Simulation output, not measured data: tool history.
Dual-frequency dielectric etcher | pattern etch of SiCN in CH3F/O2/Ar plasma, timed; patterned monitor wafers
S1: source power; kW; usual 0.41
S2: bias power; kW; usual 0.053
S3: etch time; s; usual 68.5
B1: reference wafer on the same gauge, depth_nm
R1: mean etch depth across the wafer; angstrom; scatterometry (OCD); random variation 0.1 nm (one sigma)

run     day    S1     S2    S3     B1     R1
  1       0  0.48  0.053  61.5  22.97  236.9
      0.896  -- wet clean of the chamber
  2   2.417  0.48  0.053  61.5  23.02  233.2
  3   4.096  0.48  0.053  61.5     23  237.1
  4   5.196  0.41  0.053  68.5  23.01    241
  5   6.929  0.41  0.053  68.5  23.01    243
  6   7.954  0.41  0.053  68.5  23.02  241.6
  7   9.904  0.48  0.053  68.5  23.01  263.9
  8  12.688  0.48  0.053  68.5  23.03  260.2
  9  14.879  0.48  0.053  68.5  22.96  262.3
 10  16.617  0.34  0.053  82.5  22.99  262.1
     17.529  -- bias power generator calibrated
     18.242  -- source power generator calibrated
 11  18.579  0.41  0.045  68.5  22.98  234.3
 12  20.842  0.41  0.053  68.5  22.99  241.5
     23.742  -- wet clean of the chamber
     24.212  -- upper electrode replaced
 13  24.233  0.41  0.053    52     23  182.4
 14  26.079  0.41  0.053  68.5  22.98  243.7
 15  28.308  0.41  0.053  68.5  22.96  243.5
 16  29.646  0.37  0.057  54.5  23.02  185.7
     32.392  -- gauge calibrated
 17  32.425  0.41  0.058  68.5  23.01  247.6
 18  33.988  0.41  0.043  68.5  23.01  229.7
 19  36.721  0.41  0.045  53.5  23.01  182.5
 20  38.917  0.41  0.053    86  22.96  303.4
 21    41.9  0.41  0.059  58.5  23.01  212.6
 22  43.633  0.41  0.041  68.5  22.99  228.7
 23  45.262  0.41  0.053  68.5  23.03  243.8
       46.7  -- wet clean of the chamber
 24  47.012  0.41  0.048  68.5  22.96  236.9

The tool's hidden state at each run:
etch rate over this chamber's usual, %: 0 in every run
source power that arrives over what is set, %: 0 in every run
bias power that arrives over what is set, %: 0 in every run
gauge reads high (%): 0 in every run

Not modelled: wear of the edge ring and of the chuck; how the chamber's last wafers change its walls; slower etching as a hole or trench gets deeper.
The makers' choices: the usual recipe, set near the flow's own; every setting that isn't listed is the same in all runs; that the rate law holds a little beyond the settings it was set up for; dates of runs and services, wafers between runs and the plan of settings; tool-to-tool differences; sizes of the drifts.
